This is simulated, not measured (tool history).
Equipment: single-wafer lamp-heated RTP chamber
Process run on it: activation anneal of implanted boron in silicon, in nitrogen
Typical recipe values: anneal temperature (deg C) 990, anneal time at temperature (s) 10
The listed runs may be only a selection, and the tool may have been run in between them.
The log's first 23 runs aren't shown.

run,hour,anneal temperature (deg C),anneal time at temperature (s),wafers since the last listed run,wafers since the last pyrometer calibration,wafers since the reflector plate was cleaned,hours since the gauge calibration,"read-back reference wafer on the same gauge, sheet resistance",sheet resistance of the implanted and annealed layer (ohm/square)
24,1178,971,13,497,6623,10920,2738.4,71.27,91.9
25,1214.5,990,15,753,7376,11673,2774.9,71.39,80.57
# hour 1263.5: reflector plate cleaned
26,1322.4,990,13,2060,9437,1214,2882.8,71.43,83.86
# hour 1328.4: gauge calibrated
27,1372.2,980,6,1027,10464,2242,43.8,71.34,95.78
# hour 1410.1: pyrometer window cleaned and pyrometer calibrated
28,1429.4,1013,12,1015,399,3257,101,71.4,76.39
29,1491.3,990,14,1277,1676,4534,162.9,71.24,83.14
30,1528,1010,12,757,2433,5291,199.6,71.29,77.4
31,1583.3,980,6,1140,3574,6432,254.9,71.49,93.64
32,1649,1012,5,1355,4929,7787,320.6,71.37,78.75
33,1710.8,990,10,1274,6204,9062,382.4,71.47,83.59
34,1743.5,990,10,674,6879,9737,415.1,71.29,83.41
35,1770.4,990,10,554,7434,10292,442,71.22,83.05
36,1840.5,975,16,1446,8880,11738,512.1,71.37,87.66
# hour 1909.1: reflector plate cleaned
37,1909.6,971,10,1260,10140,10,581.2,71.35,98.6

Here are 4 independent what-if runs from the current tool condition. What would each one return?
A,1910,969,10,8,10149,19,581.6,?,?
B,1910,972,6,8,10149,19,581.6,?,?
C,1910,976,7,8,10149,19,581.6,?,?
D,1910,998,4,8,10149,19,581.6,?,?

run,"read-back reference wafer on the same gauge, sheet resistance",sheet resistance of the implanted and annealed layer (ohm/square)
A,71.45,101.05
B,71.45,103.42
C,71.45,97.86
D,71.45,85.5
With the hidden condition removed and each run's random variation left untouched, the same runs would have given:
run,sheet resistance of the implanted and annealed layer (ohm/square)
A,102.26
B,104.74
C,98.98
D,86.08
